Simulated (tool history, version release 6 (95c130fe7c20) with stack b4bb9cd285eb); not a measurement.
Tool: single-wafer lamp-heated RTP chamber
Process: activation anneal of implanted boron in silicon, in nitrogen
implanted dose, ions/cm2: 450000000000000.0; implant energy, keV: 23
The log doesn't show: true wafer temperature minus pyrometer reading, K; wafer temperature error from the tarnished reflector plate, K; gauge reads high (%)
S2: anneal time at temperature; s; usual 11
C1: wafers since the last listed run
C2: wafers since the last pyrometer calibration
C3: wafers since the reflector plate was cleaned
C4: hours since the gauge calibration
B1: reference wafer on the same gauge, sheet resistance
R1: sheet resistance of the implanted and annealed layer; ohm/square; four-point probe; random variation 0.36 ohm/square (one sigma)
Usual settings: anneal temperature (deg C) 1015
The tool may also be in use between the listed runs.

run 1 day=0 | anneal_temperature_(deg_C)=1015 S2=11 | C1=0 C2=5078 C3=5283 C4=2061 | B1=174.03 | R1=206.54
run 2 day=2.054 | anneal_temperature_(deg_C)=1015 S2=11 | C1=970 C2=6049 C3=6253 C4=2110.3 | B1=173.96 | R1=207
run 3 day=3.383 | anneal_temperature_(deg_C)=1015 S2=11 | C1=627 C2=6677 C3=6881 C4=2142.2 | B1=174.01 | R1=206.14
-- day=4.854 pyrometer window cleaned and pyrometer calibrated
run 4 day=5.117 | anneal_temperature_(deg_C)=1015 S2=11 | C1=661 C2=123 C3=7542 C4=2183.8 | B1=174.07 | R1=206.51
run 5 day=7.592 | anneal_temperature_(deg_C)=1015 S2=11 | C1=1169 C2=1292 C3=8712 C4=2243.2 | B1=174 | R1=205.33
run 6 day=9.15 | anneal_temperature_(deg_C)=1015 S2=11 | C1=736 C2=2029 C3=9448 C4=2280.6 | B1=173.99 | R1=205.14
-- day=9.633 reflector plate cleaned
run 7 day=11.588 | anneal_temperature_(deg_C)=1015 S2=11 | C1=994 C2=3023 C3=923 C4=2339.1 | B1=173.97 | R1=207.72
run 8 day=14.067 | anneal_temperature_(deg_C)=1015 S2=11 | C1=1171 C2=4194 C3=2095 C4=2398.6 | B1=173.97 | R1=207.09
run 9 day=16.642 | anneal_temperature_(deg_C)=1015 S2=11 | C1=1216 C2=5410 C3=3311 C4=2460.4 | B1=174.03 | R1=206.69
run 10 day=18.088 | anneal_temperature_(deg_C)=1015 S2=11 | C1=683 C2=6093 C3=3994 C4=2495.1 | B1=174.06 | R1=207.07
-- day=19.804 pyrometer window cleaned and pyrometer calibrated
run 11 day=19.896 | anneal_temperature_(deg_C)=1015 S2=11 | C1=696 C2=43 C3=4691 C4=2538.5 | B1=174 | R1=207.67
-- day=19.958 gauge calibrated
run 12 day=22.746 | anneal_temperature_(deg_C)=1023 S2=11 | C1=1346 C2=1389 C3=6037 C4=66.9 | B1=173.99 | R1=205.3
run 13 day=24.283 | anneal_temperature_(deg_C)=1023 S2=11 | C1=726 C2=2116 C3=6764 C4=103.8 | B1=173.97 | R1=205.74
run 14 day=25.65 | anneal_temperature_(deg_C)=1015 S2=11 | C1=645 C2=2761 C3=7409 C4=136.6 | B1=173.95 | R1=206.02
-- day=26.346 reflector plate cleaned
run 15 day=26.838 | anneal_temperature_(deg_C)=1015 S2=11 | C1=403 C2=3165 C3=232 C4=165.1 | B1=174 | R1=206.36
run 16 day=28.571 | anneal_temperature_(deg_C)=1015 S2=11 | C1=818 C2=3984 C3=1051 C4=206.7 | B1=173.98 | R1=206.24
run 17 day=30.654 | anneal_temperature_(deg_C)=1028 S2=11 | C1=984 C2=4968 C3=2035 C4=256.7 | B1=173.98 | R1=205.39
run 18 day=32.525 | anneal_temperature_(deg_C)=1035 S2=11 | C1=883 C2=5852 C3=2919 C4=301.6 | B1=173.98 | R1=204.58
run 19 day=33.975 | anneal_temperature_(deg_C)=1015 S2=6 | C1=685 C2=6537 C3=3604 C4=336.4 | B1=173.89 | R1=207.93
-- day=35.383 pyrometer window cleaned and pyrometer calibrated
run 20 day=36.6 | anneal_temperature_(deg_C)=992 S2=8 | C1=1082 C2=575 C3=4686 C4=399.4 | B1=174 | R1=214.19
run 21 day=39.05 | anneal_temperature_(deg_C)=1039 S2=11 | C1=1157 C2=1733 C3=5844 C4=458.2 | B1=174.03 | R1=203.37
run 22 day=41.579 | anneal_temperature_(deg_C)=1036 S2=8 | C1=1194 C2=2927 C3=7038 C4=518.9 | B1=173.97 | R1=205.45
-- day=42.546 reflector plate cleaned
run 23 day=43.079 | anneal_temperature_(deg_C)=1034 S2=16 | C1=551 C2=3479 C3=252 C4=554.9 | B1=174.04 | R1=203.98
run 24 day=44.438 | anneal_temperature_(deg_C)=1015 S2=11 | C1=641 C2=4120 C3=894 C4=587.5 | B1=173.97 | R1=207.53
run 25 day=46.483 | anneal_temperature_(deg_C)=1034 S2=11 | C1=966 C2=5087 C3=1861 C4=636.6 | B1=173.97 | R1=204.47
-- day=54.4 pyrometer window cleaned and pyrometer calibrated
run 26 day=54.421 | anneal_temperature_(deg_C)=1033 S2=9 | C1=3592 C2=10 C3=5453 C4=827.1 | B1=173.98 | R1=205.11
run 27 day=56.521 | anneal_temperature_(deg_C)=992 S2=5 | C1=992 C2=1002 C3=6445 C4=877.5 | B1=174 | R1=216.44
run 28 day=57.921 | anneal_temperature_(deg_C)=1003 S2=16 | C1=661 C2=1664 C3=7106 C4=911.1 | B1=173.99 | R1=207.11
run 29 day=59.083 | anneal_temperature_(deg_C)=1037 S2=15 | C1=549 C2=2213 C3=7656 C4=939 | B1=174.05 | R1=202.92
-- day=60.233 reflector plate cleaned
run 30 day=65.325 | anneal_temperature_(deg_C)=1000 S2=11 | C1=2791 C2=5004 C3=2405 C4=1088.8 | B1=173.96 | R1=210.3
run 31 day=67.938 | anneal_temperature_(deg_C)=989 S2=16 | C1=1234 C2=6238 C3=3639 C4=1151.5 | B1=174 | R1=213.46
run 32 day=70.146 | anneal_temperature_(deg_C)=1029 S2=11 | C1=1043 C2=7282 C3=4682 C4=1204.5 | B1=173.98 | R1=204.88
run 33 day=72.479 | anneal_temperature_(deg_C)=1023 S2=11 | C1=1102 C2=8384 C3=5784 C4=1260.5 | B1=174.01 | R1=205.45
-- day=73.762 pyrometer window cleaned and pyrometer calibrated
run 34 day=74.275 | anneal_temperature_(deg_C)=1015 S2=11 | C1=690 C2=242 C3=6475 C4=1303.6 | B1=173.96 | R1=206.09
run 35 day=75.667 | anneal_temperature_(deg_C)=1015 S2=11 | C1=657 C2=900 C3=7133 C4=1337 | B1=173.95 | R1=206.29
-- day=77.083 reflector plate cleaned
run 36 day=78.221 | anneal_temperature_(deg_C)=991 S2=5 | C1=1049 C2=1949 C3=538 C4=1398.3 | B1=174.01 | R1=219.71

4 ways to go on from here, each from the tool as it stands after run 36. What would each give?
run A day=78.238 | anneal_temperature_(deg_C)=1015 S2=13 | C1=7 C2=1957 C3=546 C4=1398.7 | B1=? | R1=?
run B day=78.238 | anneal_temperature_(deg_C)=990 S2=11 | C1=7 C2=1957 C3=546 C4=1398.7 | B1=? | R1=?
run C day=78.238 | anneal_temperature_(deg_C)=999 S2=17 | C1=7 C2=1957 C3=546 C4=1398.7 | B1=? | R1=?
run D day=78.238 | anneal_temperature_(deg_C)=994 S2=16 | C1=7 C2=1957 C3=546 C4=1398.7 | B1=? | R1=?

run=A B1=174.03 R1=206.8
run=B B1=174.03 R1=216.35
run=C B1=174.03 R1=210.09
run=D B1=174.03 R1=212.36
Without the tool's hidden state the same runs would have given:
run=A R1=206.92
run=B R1=216.77
run=C R1=210.32
run=D R1=212.66
